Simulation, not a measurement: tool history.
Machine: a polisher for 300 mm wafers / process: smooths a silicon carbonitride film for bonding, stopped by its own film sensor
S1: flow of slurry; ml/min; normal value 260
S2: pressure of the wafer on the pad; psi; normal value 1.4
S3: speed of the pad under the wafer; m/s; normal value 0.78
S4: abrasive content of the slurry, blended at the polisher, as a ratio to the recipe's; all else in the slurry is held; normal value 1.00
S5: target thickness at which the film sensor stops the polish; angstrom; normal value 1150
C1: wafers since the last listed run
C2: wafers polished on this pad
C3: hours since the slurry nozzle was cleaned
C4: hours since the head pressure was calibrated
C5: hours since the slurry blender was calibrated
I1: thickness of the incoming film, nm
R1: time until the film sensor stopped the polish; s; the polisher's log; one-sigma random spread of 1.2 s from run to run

run 1 hour=0.0 | S1=260 S2=1.4 S3=0.78 S4=1.00 S5=1150 | C1=0 C2=1758 C3=339.2 C4=343.6 C5=238.3 | I1=131.8 | R1=140.7
-- hour=18.8 worn pad replaced by a new one
-- hour=40.9 slurry blender recalibrated
run 2 hour=51.2 | S1=260 S2=1.4 S3=0.78 S4=1.00 S5=1150 | C1=351 C2=236 C3=390.4 C4=394.8 C5=10.3 | I1=131.5 | R1=130.3
-- hour=62.4 head pressure recalibrated
run 3 hour=100.7 | S1=260 S2=1.4 S3=0.78 S4=1.00 S5=1180 | C1=369 C2=605 C3=439.9 C4=38.3 C5=59.8 | I1=130.1 | R1=95.2
-- hour=117.9 slurry nozzle cleaned
run 4 hour=158.1 | S1=260 S2=1.4 S3=0.78 S4=1.00 S5=1150 | C1=438 C2=1044 C3=40.2 C4=95.7 C5=117.2 | I1=129.3 | R1=117.9
run 5 hour=216.5 | S1=210 S2=1.4 S3=0.78 S4=1.00 S5=1150 | C1=454 C2=1498 C3=98.6 C4=154.1 C5=175.6 | I1=131.2 | R1=135.0
run 6 hour=242.3 | S1=260 S2=1.4 S3=0.78 S4=1.00 S5=1150 | C1=200 C2=1699 C3=124.4 C4=179.9 C5=201.4 | I1=127.6 | R1=104.9
-- hour=252.7 worn pad replaced by a new one
run 7 hour=284.6 | S1=260 S2=1.4 S3=0.78 S4=1.00 S5=1150 | C1=297 C2=247 C3=166.7 C4=222.2 C5=243.7 | I1=129.1 | R1=122.0
run 8 hour=314.0 | S1=260 S2=1.4 S3=0.78 S4=1.00 S5=1150 | C1=228 C2=476 C3=196.1 C4=251.6 C5=273.1 | I1=132.5 | R1=149.8
-- hour=327.7 slurry blender recalibrated
run 9 hour=356.4 | S1=260 S2=1.4 S3=0.78 S4=1.00 S5=1150 | C1=314 C2=790 C3=238.5 C4=294.0 C5=28.7 | I1=130.8 | R1=123.0
run 10 hour=407.4 | S1=260 S2=1.4 S3=0.78 S4=1.00 S5=1150 | C1=396 C2=1187 C3=289.5 C4=345.0 C5=79.7 | I1=128.6 | R1=108.7
-- hour=463.5 head pressure recalibrated
run 11 hour=464.0 | S1=260 S2=1.4 S3=0.78 S4=1.00 S5=1150 | C1=424 C2=1611 C3=346.1 C4=0.5 C5=136.3 | I1=130.5 | R1=123.4
run 12 hour=524.1 | S1=260 S2=1.4 S3=0.78 S4=1.00 S5=1150 | C1=467 C2=2078 C3=406.2 C4=60.6 C5=196.4 | I1=129.3 | R1=118.4
-- hour=528.5 worn pad replaced by a new one
-- hour=558.5 slurry nozzle cleaned
run 13 hour=569.0 | S1=260 S2=1.4 S3=0.78 S4=1.00 S5=1150 | C1=310 C2=307 C3=10.5 C4=105.5 C5=241.3 | I1=128.5 | R1=113.8
run 14 hour=600.7 | S1=260 S2=1.4 S3=0.78 S4=1.00 S5=1150 | C1=246 C2=553 C3=42.2 C4=137.2 C5=273.0 | I1=128.5 | R1=114.1
-- hour=609.5 slurry blender recalibrated
run 15 hour=648.4 | S1=260 S2=1.6 S3=0.78 S4=1.00 S5=1150 | C1=355 C2=909 C3=89.9 C4=184.9 C5=38.9 | I1=128.3 | R1=92.0
run 16 hour=719.3 | S1=260 S2=1.4 S3=0.78 S4=1.00 S5=1180 | C1=551 C2=1460 C3=160.8 C4=255.8 C5=109.8 | I1=130.6 | R1=104.0
run 17 hour=780.1 | S1=260 S2=1.4 S3=0.78 S4=0.85 S5=1150 | C1=472 C2=1933 C3=221.6 C4=316.6 C5=170.6 | I1=130.1 | R1=139.7
-- hour=790.1 head pressure recalibrated
-- hour=810.6 worn pad replaced by a new one
run 18 hour=835.2 | S1=260 S2=1.2 S3=0.58 S4=1.00 S5=1150 | C1=381 C2=191 C3=276.7 C4=45.1 C5=225.7 | I1=131.1 | R1=185.9
run 19 hour=902.0 | S1=330 S2=1.4 S3=0.78 S4=1.00 S5=1150 | C1=519 C2=711 C3=343.5 C4=111.9 C5=292.5 | I1=132.2 | R1=146.3
-- hour=911.4 slurry blender recalibrated
-- hour=916.9 slurry nozzle cleaned
run 20 hour=938.0 | S1=215 S2=1.9 S3=0.52 S4=1.00 S5=1180 | C1=256 C2=967 C3=21.1 C4=147.9 C5=26.6 | I1=130.0 | R1=88.7
run 21 hour=1009.7 | S1=260 S2=1.4 S3=0.64 S4=1.00 S5=1100 | C1=557 C2=1525 C3=92.8 C4=219.6 C5=98.3 | I1=129.8 | R1=175.8
-- hour=1038.6 worn pad replaced by a new one
run 22 hour=1066.0 | S1=260 S2=1.4 S3=0.78 S4=0.85 S5=1150 | C1=406 C2=213 C3=149.1 C4=275.9 C5=154.6 | I1=127.8 | R1=117.1
run 23 hour=1102.8 | S1=285 S2=1.4 S3=0.78 S4=0.85 S5=1150 | C1=286 C2=499 C3=185.9 C4=312.7 C5=191.4 | I1=130.4 | R1=136.9
-- hour=1142.2 head pressure recalibrated
run 24 hour=1152.8 | S1=260 S2=1.4 S3=0.90 S4=1.00 S5=1150 | C1=373 C2=872 C3=235.9 C4=10.6 C5=241.4 | I1=131.1 | R1=125.1
-- hour=1208.1 slurry blender recalibrated
run 25 hour=1215.4 | S1=260 S2=1.2 S3=0.78 S4=1.25 S5=1150 | C1=471 C2=1343 C3=298.5 C4=73.2 C5=7.3 | I1=129.0 | R1=112.3
run 26 hour=1256.3 | S1=260 S2=0.9 S3=1.04 S4=1.20 S5=1150 | C1=318 C2=1661 C3=339.4 C4=114.1 C5=48.2 | I1=127.7 | R1=116.8

Predict each of these 3 candidate next runs independently; none follows another, all start after run 26:
run A hour=1256.8 | S1=260 S2=1.9 S3=0.78 S4=1.00 S5=1150 | C1=3 C2=1665 C3=339.9 C4=114.6 C5=48.7 | I1=128.8 | R1=?
run B hour=1256.8 | S1=260 S2=1.4 S3=0.52 S4=1.00 S5=1150 | C1=3 C2=1665 C3=339.9 C4=114.6 C5=48.7 | I1=128.8 | R1=?
run C hour=1256.8 | S1=260 S2=1.4 S3=0.64 S4=1.00 S5=1150 | C1=3 C2=1665 C3=339.9 C4=114.6 C5=48.7 | I1=128.8 | R1=?

run=A R1=80.5
run=B R1=133.4
run=C R1=120.1
Had the tool no hidden state, the same runs would have come out as:
run=A R1=79.4
run=B R1=131.6
run=C R1=118.4

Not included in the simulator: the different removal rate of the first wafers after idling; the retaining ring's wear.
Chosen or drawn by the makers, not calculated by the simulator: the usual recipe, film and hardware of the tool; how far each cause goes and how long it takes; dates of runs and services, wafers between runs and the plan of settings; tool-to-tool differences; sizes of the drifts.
